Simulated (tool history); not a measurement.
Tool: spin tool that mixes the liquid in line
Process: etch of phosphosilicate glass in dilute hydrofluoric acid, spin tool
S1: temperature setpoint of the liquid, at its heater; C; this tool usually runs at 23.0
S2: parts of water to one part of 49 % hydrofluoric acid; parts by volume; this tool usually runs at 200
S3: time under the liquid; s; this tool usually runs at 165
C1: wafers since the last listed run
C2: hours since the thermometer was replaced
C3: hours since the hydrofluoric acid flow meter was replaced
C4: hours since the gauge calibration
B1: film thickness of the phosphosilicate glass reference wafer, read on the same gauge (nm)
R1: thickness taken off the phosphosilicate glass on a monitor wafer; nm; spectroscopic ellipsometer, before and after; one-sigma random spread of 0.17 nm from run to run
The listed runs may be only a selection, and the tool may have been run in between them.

Run 1, hour 0.0: usual settings; C1 0; C2 2455.5; C3 1482.6; C4 165.7; B1 110.02. Result: R1 39.44 nm.
Run 2, hour 9.8: usual settings; C1 93; C2 2465.3; C3 1492.4; C4 175.5; B1 110.03. Result: R1 39.46 nm.
At hour 11.1: gauge calibrated.
Run 3, hour 16.0: usual settings; C1 59; C2 2471.5; C3 1498.6; C4 4.9; B1 110.00. Result: R1 39.53 nm.
Run 4, hour 29.5: usual settings; C1 128; C2 2485.0; C3 1512.1; C4 18.4; B1 110.00. Result: R1 39.28 nm.
Run 5, hour 77.6: usual settings; C1 458; C2 2533.1; C3 1560.2; C4 66.5; B1 109.98. Result: R1 38.89 nm.
Run 6, hour 95.0: usual settings; C1 165; C2 2550.5; C3 1577.6; C4 83.9; B1 109.99. Result: R1 39.07 nm.
Run 7, hour 112.5: usual settings but S1 19.5 C, S2 135 parts by volume; C1 166; C2 2568.0; C3 1595.1; C4 101.4; B1 109.96. Result: R1 54.49 nm.
At hour 115.1: hydrofluoric acid flow meter replaced.
At hour 121.4: thermometer replaced.
Run 8, hour 128.9: usual settings; C1 137; C2 7.5; C3 13.8; C4 117.8; B1 110.00. Result: R1 44.73 nm.
Run 9, hour 135.0: usual settings but S1 27.5 C, S2 240 parts by volume, S3 250 s; C1 58; C2 13.6; C3 19.9; C4 123.9; B1 110.03. Result: R1 63.56 nm.
Run 10, hour 146.0: usual settings but S1 27.0 C, S2 155 parts by volume; C1 104; C2 24.6; C3 30.9; C4 134.9; B1 109.99. Result: R1 70.27 nm.
At hour 153.1: gauge calibrated.
Run 11, hour 160.4: usual settings but S1 27.5 C, S2 300 parts by volume, S3 225 s; C1 137; C2 39.0; C3 45.3; C4 7.3; B1 110.01. Result: R1 42.81 nm.
Run 12, hour 173.4: usual settings but S2 270 parts by volume; C1 123; C2 52.0; C3 58.3; C4 20.3; B1 110.03. Result: R1 30.54 nm.
Run 13, hour 179.4: usual settings but S2 270 parts by volume, S3 255 s; C1 57; C2 58.0; C3 64.3; C4 26.3; B1 110.00. Result: R1 47.44 nm.
Run 14, hour 212.6: usual settings but S2 110 parts by volume; C1 316; C2 91.2; C3 97.5; C4 59.5; B1 110.03. Result: R1 88.85 nm.
Run 15, hour 219.7: usual settings but S1 28.0 C, S2 110 parts by volume, S3 250 s; C1 67; C2 98.3; C3 104.6; C4 66.6; B1 110.00. Result: R1 164.10 nm.

For some of the steps in R1 from one run to the next: how much would appear even if the tool had no hidden state, given the settings, what came in and random variation, and how much remains for the hidden state plus any gauge scatter that the measured result and the result without hidden state don't share?
Hidden state at play: liquid colder than its thermometer reads (K); hydrofluoric acid flow below the setpoint (%); gauge reads high (%).
Run 7 -> 8: S1 19.5 -> 23.0, S2 135 -> 200, hydrofluoric acid flow meter replaced, thermometer replaced. R1 -9.76 nm: hidden state +7.51, all else -17.27.
Run 14 -> 15: S1 23.0 -> 28.0, S3 165 -> 250. R1 +75.25 nm: hidden state -1.38, all else +76.63.
